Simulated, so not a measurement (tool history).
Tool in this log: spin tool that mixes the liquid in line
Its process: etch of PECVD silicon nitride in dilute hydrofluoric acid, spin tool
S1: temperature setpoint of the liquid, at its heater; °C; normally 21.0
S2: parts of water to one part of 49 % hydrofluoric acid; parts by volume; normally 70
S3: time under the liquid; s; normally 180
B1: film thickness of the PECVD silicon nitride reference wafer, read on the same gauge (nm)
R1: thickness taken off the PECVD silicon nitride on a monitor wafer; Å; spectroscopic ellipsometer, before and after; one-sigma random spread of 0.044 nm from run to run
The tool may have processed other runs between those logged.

run     day    S1  S2   S3      B1     R1
  1   0.000  17.5  70  180  150.00   49.8
  2   3.775  17.5  70  180  150.00   49.9
  3   5.558  21.0  70  180  149.98   64.5
  4   8.842  22.5  70  180  150.01   70.5
  5  11.504  22.5  70  180  150.03   72.0
  6  15.917  21.0  70  180  150.02   63.9
  7  18.533  21.0  70  180  150.02   64.2
  8  20.225  21.0  80  110  150.01   35.0
  9  23.517  21.0  80  110  150.00   35.0
 10  27.021  21.0  80  110  149.99   35.2
     29.579  -- gauge calibrated
 11  39.358  21.0  70  180  150.02   66.4
 12  40.900  19.5  70  180  150.02   59.1
 13  43.725  17.5  50  250  150.00  100.5
     45.342  -- thermometer replaced
     46.192  -- hydrofluoric acid flow meter replaced
 14  47.275  21.0  70  150  149.99   49.8
 15  51.104  21.0  70  180  150.00   59.8
 16  55.117  21.0  70  180  150.01   61.0
 17  57.812  21.0  70  210  150.03   70.2
 18  59.725  21.0  45  150  150.02   78.7
 19  62.675  22.5  70  180  149.97   67.8
 20  64.367  24.0  50  135  149.99   78.9
 21  66.146  21.0  70  180  150.00   60.8
 22  69.288  18.0  45  180  150.03   76.8
 23  73.371  21.0  85  110  149.98   31.0

Hidden state or all else? Some run-to-run changes of R1, split into what the settings, what came in and random variation would give without the hidden state, and what is left for the hidden state (with any gauge scatter that isn't in both results):
Hidden conditions of the tool in this case: liquid hotter than its thermometer reads (K); hydrofluoric acid flow above the setpoint (%); gauge reads high (%).
Run 12 -> 13: S1 19.5 -> 17.5, S2 70 -> 50, S3 180 -> 250. R1 +41.4 Å: hidden state +4.3, all else +37.1.
Run 13 -> 14: S1 17.5 -> 21.0, S2 50 -> 70, S3 250 -> 150, thermometer replaced, hydrofluoric acid flow meter replaced. R1 -50.7 Å: hidden state -9.7, all else -41.0.
Run 22 -> 23: S1 18.0 -> 21.0, S2 45 -> 85, S3 180 -> 110. R1 -45.8 Å: hidden state -1.3, all else -44.5.
